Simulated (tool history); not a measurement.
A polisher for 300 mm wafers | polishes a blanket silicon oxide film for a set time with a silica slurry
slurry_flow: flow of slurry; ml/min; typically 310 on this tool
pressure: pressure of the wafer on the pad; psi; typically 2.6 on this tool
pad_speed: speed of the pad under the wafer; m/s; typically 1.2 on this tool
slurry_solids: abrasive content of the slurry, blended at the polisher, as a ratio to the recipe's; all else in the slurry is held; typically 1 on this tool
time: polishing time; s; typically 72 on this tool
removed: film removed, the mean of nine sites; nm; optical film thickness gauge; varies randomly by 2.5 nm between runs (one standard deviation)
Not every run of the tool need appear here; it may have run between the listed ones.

| run | day | slurry_flow | pressure | pad_speed | slurry_solids | time | wafers since the last listed run | wafers polished on this pad | hours since the slurry nozzle was cleaned | hours since the head pressure was calibrated | hours since the slurry blender was calibrated | hours since the conditioning disc was replaced | incoming thickness of the incoming film, nm | removed |
|---|---|---|---|---|---|---|---|---|---|---|---|---|---|---|
| 1 | 0 | 310 | 2.6 | 1.2 | 0.8 | 72 | 0 | 575 | 243.3 | 1226.9 | 74 | 56 | 1876 | 151.3 |
| 2 | 1.379 | 310 | 2.6 | 1.2 | 0.8 | 72 | 192 | 767 | 276.4 | 1260 | 107.1 | 89.1 | 1890.3 | 150.9 |
| 3 | 2.879 | 275 | 2.6 | 1.2 | 1 | 72 | 208 | 976 | 312.4 | 1296 | 143.1 | 125.1 | 1892 | 163.4 |
| 4 | 4.171 | 310 | 2.6 | 1.2 | 1.15 | 72 | 179 | 1156 | 343.4 | 1327 | 174.1 | 156.1 | 1874.6 | 174.7 |
|  | 5.375 | slurry nozzle cleaned |
| 5 | 5.396 | 390 | 2.6 | 0.88 | 1 | 72 | 164 | 1320 | 0.5 | 1356.4 | 203.5 | 185.5 | 1885 | 130.9 |
|  | 5.842 | slurry blender recalibrated |
|  | 6.038 | worn pad replaced by a new one |
|  | 6.754 | conditioning disc replaced and pad reconditioned |
| 6 | 7.388 | 310 | 2 | 1.2 | 1 | 72 | 231 | 176 | 48.3 | 1404.2 | 37.1 | 15.2 | 1891.5 | 138.3 |
| 7 | 8.554 | 415 | 1.8 | 1.2 | 1 | 72 | 162 | 338 | 76.3 | 1432.2 | 65.1 | 43.2 | 1911.4 | 125.5 |
| 8 | 10 | 215 | 2.6 | 1.2 | 1.25 | 91 | 201 | 540 | 111 | 1466.9 | 99.8 | 77.9 | 1893.9 | 229.5 |
| 9 | 10.796 | 310 | 2.6 | 1.2 | 1 | 72 | 110 | 650 | 130.1 | 1486 | 118.9 | 97 | 1884.1 | 168.2 |
| 10 | 11.45 | 310 | 2.6 | 1.44 | 1 | 51 | 91 | 742 | 145.8 | 1501.7 | 134.6 | 112.7 | 1915.1 | 138.7 |
|  | 12.767 | head pressure recalibrated |
| 11 | 12.788 | 310 | 2.6 | 1.2 | 1 | 72 | 174 | 916 | 177.9 | 0.5 | 166.7 | 144.8 | 1887.1 | 166.1 |
|  | 13.938 | worn pad replaced by a new one |
| 12 | 13.958 | 310 | 3.4 | 1.2 | 1 | 72 | 139 | 2 | 206 | 28.6 | 194.8 | 172.9 | 1898.7 | 205.9 |
| 13 | 15.083 | 310 | 2.6 | 1.46 | 1 | 72 | 156 | 159 | 233 | 55.6 | 221.8 | 199.9 | 1866.4 | 198.6 |
|  | 16.138 | slurry blender recalibrated |
| 14 | 16.158 | 310 | 2.6 | 1.2 | 1 | 72 | 138 | 297 | 258.8 | 81.4 | 0.5 | 225.7 | 1898.5 | 164.4 |
|  | 17.142 | conditioning disc replaced and pad reconditioned |
| 15 | 17.488 | 410 | 1.8 | 1.2 | 1 | 72 | 173 | 471 | 290.7 | 113.3 | 32.4 | 8.3 | 1878 | 127 |
| 16 | 18.933 | 390 | 2.6 | 0.88 | 1 | 72 | 201 | 672 | 325.4 | 148 | 67.1 | 43 | 1865.5 | 133.2 |
| 17 | 20.338 | 310 | 3.5 | 1.2 | 1 | 72 | 195 | 868 | 359.1 | 181.7 | 100.8 | 76.7 | 1911.4 | 206.9 |
| 18 | 20.975 | 310 | 2.6 | 1.6 | 1.15 | 57 | 88 | 956 | 374.4 | 197 | 116.1 | 92 | 1867.9 | 175.5 |
| 19 | 22.2 | 340 | 2.6 | 1.2 | 1 | 72 | 170 | 1127 | 403.8 | 226.4 | 145.5 | 121.4 | 1887 | 171.9 |
|  | 22.462 | slurry nozzle cleaned |
|  | 23.15 | worn pad replaced by a new one |
| 20 | 23.171 | 310 | 2.6 | 1.2 | 1 | 95 | 106 | 3 | 17 | 249.7 | 168.8 | 144.7 | 1903.9 | 224.7 |
| 21 | 23.717 | 310 | 2.6 | 1 | 1 | 72 | 76 | 79 | 30.1 | 262.8 | 181.9 | 157.8 | 1887.4 | 145.4 |
|  | 24.542 | slurry blender recalibrated |
| 22 | 24.742 | 215 | 2.6 | 1.2 | 1.25 | 91 | 131 | 210 | 54.7 | 287.4 | 4.8 | 182.4 | 1891 | 224.2 |
| 23 | 25.733 | 265 | 2.6 | 1.2 | 1 | 63 | 138 | 348 | 78.5 | 311.2 | 28.6 | 206.2 | 1909.4 | 143.4 |
|  | 26.254 | conditioning disc replaced and pad reconditioned |
| 24 | 26.438 | 390 | 2.6 | 1.42 | 0.85 | 90 | 86 | 435 | 95.4 | 328.1 | 45.5 | 4.4 | 1923.1 | 229.7 |

5 ways to go on from here, each from the tool as it stands after run 24. What would each give?
| A | 26.454 | 310 | 2.6 | 1.2 | 1.3 | 72 | 2 | 437 | 95.8 | 328.5 | 45.9 | 4.8 | 1917.6 | ? |
| B | 26.454 | 310 | 3.5 | 1.48 | 1 | 72 | 2 | 437 | 95.8 | 328.5 | 45.9 | 4.8 | 1917.6 | ? |
| C | 26.454 | 390 | 3.3 | 1.2 | 1 | 84 | 2 | 437 | 95.8 | 328.5 | 45.9 | 4.8 | 1917.6 | ? |
| D | 26.454 | 355 | 2.6 | 1.5 | 1.25 | 82 | 2 | 437 | 95.8 | 328.5 | 45.9 | 4.8 | 1917.6 | ? |
| E | 26.454 | 390 | 2.6 | 1.2 | 1 | 72 | 2 | 437 | 95.8 | 328.5 | 45.9 | 4.8 | 1917.6 | ? |

| run | removed |
|---|---|
| A | 179.3 |
| B | 248.3 |
| C | 235.7 |
| D | 242.4 |
| E | 164.6 |
With the hidden condition removed and each run's random variation left untouched, the same runs would have given:
| run | removed |
|---|---|
| A | 179.3 |
| B | 248.3 |
| C | 235.7 |
| D | 242.4 |
| E | 164.6 |
